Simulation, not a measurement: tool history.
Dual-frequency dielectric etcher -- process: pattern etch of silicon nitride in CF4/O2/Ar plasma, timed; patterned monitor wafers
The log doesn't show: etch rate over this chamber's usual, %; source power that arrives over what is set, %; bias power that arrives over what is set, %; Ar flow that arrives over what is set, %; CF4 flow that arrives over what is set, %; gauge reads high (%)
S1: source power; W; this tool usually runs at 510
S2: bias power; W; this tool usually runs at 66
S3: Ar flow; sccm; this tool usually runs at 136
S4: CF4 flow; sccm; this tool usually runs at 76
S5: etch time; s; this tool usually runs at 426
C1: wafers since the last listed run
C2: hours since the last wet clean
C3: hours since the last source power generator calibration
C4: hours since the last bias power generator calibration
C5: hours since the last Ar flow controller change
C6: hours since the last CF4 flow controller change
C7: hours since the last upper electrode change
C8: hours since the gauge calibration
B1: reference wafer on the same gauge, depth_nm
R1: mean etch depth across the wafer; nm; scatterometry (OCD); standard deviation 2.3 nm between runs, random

run	hour	S1	S2	S3	S4	S5	C1	C2	C3	C4	C5	C6	C7	C8	B1	R1
1	0	510	75	136	89	426	0	387.3	2409.7	2257.4	4098.4	1578.1	6312.7	111.4	836.9	849.1
2	30.2	510	66	136	76	426	122	417.5	2439.9	2287.6	4128.6	1608.3	6342.9	141.6	836.5	807.8
3	61.5	510	66	136	76	426	127	448.8	2471.2	2318.9	4159.9	1639.6	6374.2	172.9	836.8	813.7
4	94.4	510	55	136	76	426	133	481.7	2504.1	2351.8	4192.8	1672.5	6407.1	205.8	836.5	769.4
# hour 156.2: upper electrode replaced
5	183.8	510	55	136	76	426	266	571.1	2593.5	2441.2	4282.2	1761.9	27.6	295.2	836.9	778.2
# hour 191.1: source power generator calibrated
# hour 225.6: wet clean of the chamber
6	226.1	590	66	136	88	426	58	0.5	35	2483.5	4324.5	1804.2	69.9	337.5	836.2	920.6
# hour 226.8: gauge calibrated
7	226.9	590	66	136	88	426	3	1.3	35.8	2484.3	4325.3	1805	70.7	0.1	837	921.7

Forecast run 8:
# hour 247.5: Ar flow controller replaced
# hour 260.6: CF4 flow controller replaced
# hour 264.2: bias power generator calibrated
8	264.7	510	66	136	76	426	90	39.1	73.6	0.5	17.2	4.1	108.5	37.9	?	?

Run 8 gave B1 836.8, R1 799.5 nm.
The same run, on a tool lacking any hidden state, would have yielded R1 801.6 nm.
